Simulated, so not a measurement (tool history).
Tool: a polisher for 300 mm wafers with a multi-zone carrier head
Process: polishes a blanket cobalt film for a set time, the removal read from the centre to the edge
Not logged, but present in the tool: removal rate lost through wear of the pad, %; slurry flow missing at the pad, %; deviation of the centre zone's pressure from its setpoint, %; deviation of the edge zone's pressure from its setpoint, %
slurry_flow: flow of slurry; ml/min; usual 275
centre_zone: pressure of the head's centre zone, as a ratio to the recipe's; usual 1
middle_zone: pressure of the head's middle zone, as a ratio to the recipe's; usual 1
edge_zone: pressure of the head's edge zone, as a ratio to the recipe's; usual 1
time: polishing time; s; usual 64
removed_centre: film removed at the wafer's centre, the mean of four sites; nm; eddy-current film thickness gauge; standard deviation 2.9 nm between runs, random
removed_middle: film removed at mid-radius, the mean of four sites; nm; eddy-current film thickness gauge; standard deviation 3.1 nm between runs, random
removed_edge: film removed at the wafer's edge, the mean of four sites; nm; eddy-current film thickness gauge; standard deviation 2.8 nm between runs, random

run	hour	slurry_flow	centre_zone	middle_zone	edge_zone	time	wafers since the last listed run	wafers polished on this pad	hours since the slurry nozzle was cleaned	hours since the centre zone pressure was calibrated	hours since the edge zone pressure was calibrated	hours since the carrier head's membrane was replaced	incoming thickness of the incoming film, nm	removed_centre	removed_middle	removed_edge
1	0	275	1	1	1	59	0	200	269.2	1198.3	1343.8	1614	1357.6	221.8	224.1	216.5
2	16.7	275	1	1	1	59	111	312	285.9	1215	1360.5	1630.7	1392.4	218.2	221.5	219.2
3	26	275	1	1	1	64	62	374	295.2	1224.3	1369.8	1640	1386	238.1	238.7	228.3
# hour 45.6: edge zone pressure recalibrated
4	53.8	275	1	1	1	64	172	546	323	1252.1	8.2	1667.8	1400.1	239	233.7	230
# hour 69.2: worn pad replaced by a new one, of another model than before
5	69.7	275	0.94	1	1	64	79	3	338.9	1268	24.1	1683.7	1380.5	231.6	251.9	244.5
6	78.8	275	0.94	1	1	64	60	64	348	1277.1	33.2	1692.8	1357.6	228	244.4	242.2
# hour 81.1: centre zone pressure recalibrated
7	94.4	275	1	1	1	64	90	155	363.6	13.3	48.8	1708.4	1354.6	236.7	237.2	237.2
8	101.4	275	1	1	1	64	46	201	370.6	20.3	55.8	1715.4	1378.4	231.5	240.8	236.7
# hour 110.5: carrier head's membrane replaced by a new one
9	111	230	1	1.03	1	51	30	232	380.2	29.9	65.4	0.5	1365.1	183.6	193.1	183.3
10	120.3	355	0.92	0.97	1	64	62	294	389.5	39.2	74.7	9.8	1381.1	225.7	241.2	237.1
# hour 148.1: worn pad replaced by a new one
11	148.6	275	1	1	1	64	162	3	417.8	67.5	103	38.1	1393.7	249.3	247.1	247.1
# hour 161.2: slurry nozzle cleaned
12	164.5	275	1	1	1	64	99	103	3.3	83.4	118.9	54	1367.1	241.4	243.8	235.3
13	175.2	230	1	1.03	1	51	71	174	14	94.1	129.6	64.7	1388.7	190.1	188.7	181.9
14	183.1	275	0.91	1	1	71	52	227	21.9	102	137.5	72.6	1360.9	240.4	264.5	260.7
15	226.1	275	1.08	1	1.03	64	287	514	64.9	145	180.5	115.6	1370.6	261.1	235.5	229.8
# hour 235.8: worn pad replaced by a new one
16	236.3	275	1	1	1	64	41	3	75.1	155.2	190.7	125.8	1393	246.8	249.4	244.1
17	239.7	275	1	1	1	64	22	26	78.5	158.6	194.1	129.2	1406.4	247.5	248.2	249.1
18	247	275	0.96	1	1.05	64	48	75	85.8	165.9	201.4	136.5	1383.1	234.7	242	244.2
19	261.8	275	0.92	1	1.06	76	98	173	100.6	180.7	216.2	151.3	1410.4	257.5	283.7	284.6
20	271.6	275	1	1	1.05	64	65	239	110.4	190.5	226	161.1	1395.1	235.8	236.9	238.4
21	284.4	250	1	1	1.08	64	85	325	123.2	203.3	238.8	173.9	1372.1	235.2	234.5	237.8

Forecast each of these 5 alternatives for the next run:
A	284.8	275	1	1	1	64	2	327	123.6	203.7	239.2	174.3	1373.6	?	?	?
B	284.8	275	1.07	1	1	42	2	327	123.6	203.7	239.2	174.3	1373.6	?	?	?
C	284.8	275	1	1	1.04	64	2	327	123.6	203.7	239.2	174.3	1373.6	?	?	?
D	284.8	370	1.08	1	1.04	49	2	327	123.6	203.7	239.2	174.3	1373.6	?	?	?
E	284.8	340	1	1.11	1	64	2	327	123.6	203.7	239.2	174.3	1373.6	?	?	?

run	removed_centre	removed_middle	removed_edge
A	237.9	232.6	230.8
B	167.1	152.6	151.5
C	237.9	232.6	234.2
D	202.5	182.7	182.9
E	243.1	251.8	234
With the hidden condition removed and each run's random variation left untouched, the same runs would have given:
run	removed_centre	removed_middle	removed_edge
A	251	245.4	243.5
B	176.3	161	159.8
C	251	245.4	247.1
D	213.7	192.8	193
E	256.5	265.6	246.9
